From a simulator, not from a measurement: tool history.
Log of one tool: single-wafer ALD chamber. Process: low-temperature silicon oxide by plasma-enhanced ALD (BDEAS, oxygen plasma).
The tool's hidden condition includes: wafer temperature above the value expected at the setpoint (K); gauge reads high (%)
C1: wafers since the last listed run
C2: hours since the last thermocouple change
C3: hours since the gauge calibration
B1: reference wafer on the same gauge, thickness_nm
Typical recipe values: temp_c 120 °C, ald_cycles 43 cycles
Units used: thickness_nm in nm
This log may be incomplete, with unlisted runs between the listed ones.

Run 1, hour 0: usual settings but temp_c 129 °C; C1 0; C2 2712.1; C3 352.2; B1 6.512. Result: thickness_nm 5.914 nm.
Run 2, hour 85.4: usual settings but temp_c 129 °C; C1 715; C2 2797.5; C3 437.6; B1 6.492. Result: thickness_nm 5.936 nm.
Run 3, hour 102.3: usual settings but temp_c 129 °C; C1 141; C2 2814.4; C3 454.5; B1 6.487. Result: thickness_nm 5.926 nm.
Run 4, hour 124.4: usual settings; C1 185; C2 2836.5; C3 476.6; B1 6.483. Result: thickness_nm 5.983 nm.
Run 5, hour 149.5: usual settings but temp_c 116 °C, ald_cycles 49 cycles; C1 210; C2 2861.6; C3 501.7; B1 6.474. Result: thickness_nm 6.859 nm.
Run 6, hour 171: usual settings but temp_c 124 °C; C1 180; C2 2883.1; C3 523.2; B1 6.468. Result: thickness_nm 5.928 nm.
Run 7, hour 193.2: usual settings but temp_c 124 °C; C1 186; C2 2905.3; C3 545.4; B1 6.459. Result: thickness_nm 5.964 nm.
At hour 203.8: gauge calibrated.
Run 8, hour 206: usual settings but ald_cycles 38 cycles; C1 107; C2 2918.1; C3 2.2; B1 6.529. Result: thickness_nm 5.355 nm.
Run 9, hour 219.6: usual settings but ald_cycles 38 cycles; C1 114; C2 2931.7; C3 15.8; B1 6.529. Result: thickness_nm 5.354 nm.
Run 10, hour 255.1: usual settings but ald_cycles 38 cycles; C1 297; C2 2967.2; C3 51.3; B1 6.528. Result: thickness_nm 5.31 nm.
Run 11, hour 290.5: usual settings but ald_cycles 39 cycles; C1 296; C2 3002.6; C3 86.7; B1 6.528. Result: thickness_nm 5.479 nm.
Run 12, hour 311.1: usual settings but ald_cycles 39 cycles; C1 172; C2 3023.2; C3 107.3; B1 6.527. Result: thickness_nm 5.498 nm.
Run 13, hour 343.6: usual settings but ald_cycles 39 cycles; C1 272; C2 3055.7; C3 139.8; B1 6.525. Result: thickness_nm 5.465 nm.
Run 14, hour 363.9: usual settings; C1 170; C2 3076; C3 160.1; B1 6.524. Result: thickness_nm 6.038 nm.
At hour 372.6: thermocouple changed; heater temperature recalibrated.
Run 15, hour 378.2: usual settings but ald_cycles 37 cycles; C1 52; C2 5.6; C3 174.4; B1 6.521. Result: thickness_nm 5.198 nm.
Run 16, hour 413.9: usual settings; C1 299; C2 41.3; C3 210.1; B1 6.519. Result: thickness_nm 6.025 nm.
Run 17, hour 446.5: usual settings; C1 273; C2 73.9; C3 242.7; B1 6.515. Result: thickness_nm 6.037 nm.
Run 18, hour 471.6: usual settings; C1 210; C2 99; C3 267.8; B1 6.508. Result: thickness_nm 5.994 nm.
Run 19, hour 493.8: usual settings but ald_cycles 45 cycles; C1 186; C2 121.2; C3 290; B1 6.507. Result: thickness_nm 6.27 nm.
Run 20, hour 521.9: usual settings but temp_c 109 °C; C1 235; C2 149.3; C3 318.1; B1 6.499. Result: thickness_nm 6.129 nm.
Run 21, hour 543: usual settings but temp_c 109 °C; C1 176; C2 170.4; C3 339.2; B1 6.498. Result: thickness_nm 6.123 nm.
Run 22, hour 576.9: usual settings but temp_c 130 °C, ald_cycles 38 cycles; C1 284; C2 204.3; C3 373.1; B1 6.49. Result: thickness_nm 5.215 nm.
Run 23, hour 592.4: usual settings but temp_c 113 °C; C1 129; C2 219.8; C3 388.6; B1 6.485. Result: thickness_nm 6.075 nm.
Run 24, hour 613: usual settings but temp_c 128 °C, ald_cycles 47 cycles; C1 172; C2 240.4; C3 409.2; B1 6.478. Result: thickness_nm 6.47 nm.
Run 25, hour 638.7: usual settings but temp_c 108 °C, ald_cycles 36 cycles; C1 215; C2 266.1; C3 434.9; B1 6.472. Result: thickness_nm 5.093 nm.
Run 26, hour 659.8: usual settings; C1 176; C2 287.2; C3 456; B1 6.468. Result: thickness_nm 5.988 nm.
Run 27, hour 675.4: usual settings but temp_c 110 °C, ald_cycles 39 cycles; C1 130; C2 302.8; C3 471.6; B1 6.459. Result: thickness_nm 5.506 nm.
Run 28, hour 693.3: usual settings but temp_c 131 °C; C1 150; C2 320.7; C3 489.5; B1 6.459. Result: thickness_nm 5.892 nm.
Run 29, hour 723.8: usual settings but ald_cycles 45 cycles; C1 255; C2 351.2; C3 520; B1 6.45. Result: thickness_nm 6.236 nm.
Run 30, hour 742.8: usual settings but ald_cycles 50 cycles; C1 159; C2 370.2; C3 539; B1 6.44. Result: thickness_nm 6.936 nm.
Run 31, hour 756.7: usual settings but ald_cycles 47 cycles; C1 116; C2 384.1; C3 552.9; B1 6.437. Result: thickness_nm 6.51 nm.
Run 32, hour 768.9: usual settings but temp_c 128 °C; C1 102; C2 396.3; C3 565.1; B1 6.432. Result: thickness_nm 5.881 nm.
At hour 785: gauge calibrated.
Run 33, hour 794.9: usual settings but temp_c 126 °C, ald_cycles 49 cycles; C1 217; C2 422.3; C3 9.9; B1 6.574. Result: thickness_nm 6.869 nm.
Run 34, hour 816.6: usual settings but temp_c 107 °C, ald_cycles 41 cycles; C1 181; C2 444; C3 31.6; B1 6.572. Result: thickness_nm 5.914 nm.
Run 35, hour 922.5: usual settings but temp_c 116 °C; C1 887; C2 549.9; C3 137.5; B1 6.568. Result: thickness_nm 6.105 nm.
Run 36, hour 946.7: usual settings but ald_cycles 48 cycles; C1 202; C2 574.1; C3 161.7; B1 6.566. Result: thickness_nm 6.759 nm.
Run 37, hour 970.9: usual settings but ald_cycles 41 cycles; C1 202; C2 598.3; C3 185.9; B1 6.565. Result: thickness_nm 5.77 nm.
Run 38, hour 1000.9: usual settings; C1 251; C2 628.3; C3 215.9; B1 6.558. Result: thickness_nm 6.047 nm.
Run 39, hour 1015.5: usual settings but temp_c 127 °C; C1 122; C2 642.9; C3 230.5; B1 6.554. Result: thickness_nm 5.997 nm.
Run 40, hour 1045.5: usual settings but temp_c 127 °C, ald_cycles 35 cycles; C1 251; C2 672.9; C3 260.5; B1 6.55. Result: thickness_nm 4.896 nm.
Run 41, hour 1065.2: usual settings; C1 165; C2 692.6; C3 280.2; B1 6.554. Result: thickness_nm 6.049 nm.
Run 42, hour 1077.4: usual settings but temp_c 133 °C, ald_cycles 40 cycles; C1 102; C2 704.8; C3 292.4; B1 6.544. Result: thickness_nm 5.516 nm.

Each row is a separate what-if for the run after 42, all from the same tool condition, not one after another. Results?
Run A, hour 1077.9: usual settings; C1 4; C2 705.3; C3 292.9; B1 ?. Result: thickness_nm ?.
Run B, hour 1077.9: usual settings but temp_c 105 °C, ald_cycles 37 cycles; C1 4; C2 705.3; C3 292.9; B1 ?. Result: thickness_nm ?.
Run C, hour 1077.9: usual settings but temp_c 135 °C, ald_cycles 38 cycles; C1 4; C2 705.3; C3 292.9; B1 ?. Result: thickness_nm ?.

run     B1  thickness_nm
  A  6.552         6.044
  B  6.552         5.329
  C  6.552         5.209
Take away the tool's hidden state, keep each run's random variation, and the runs would have read:
run  thickness_nm
  A         6.047
  B         5.332
  C         5.212
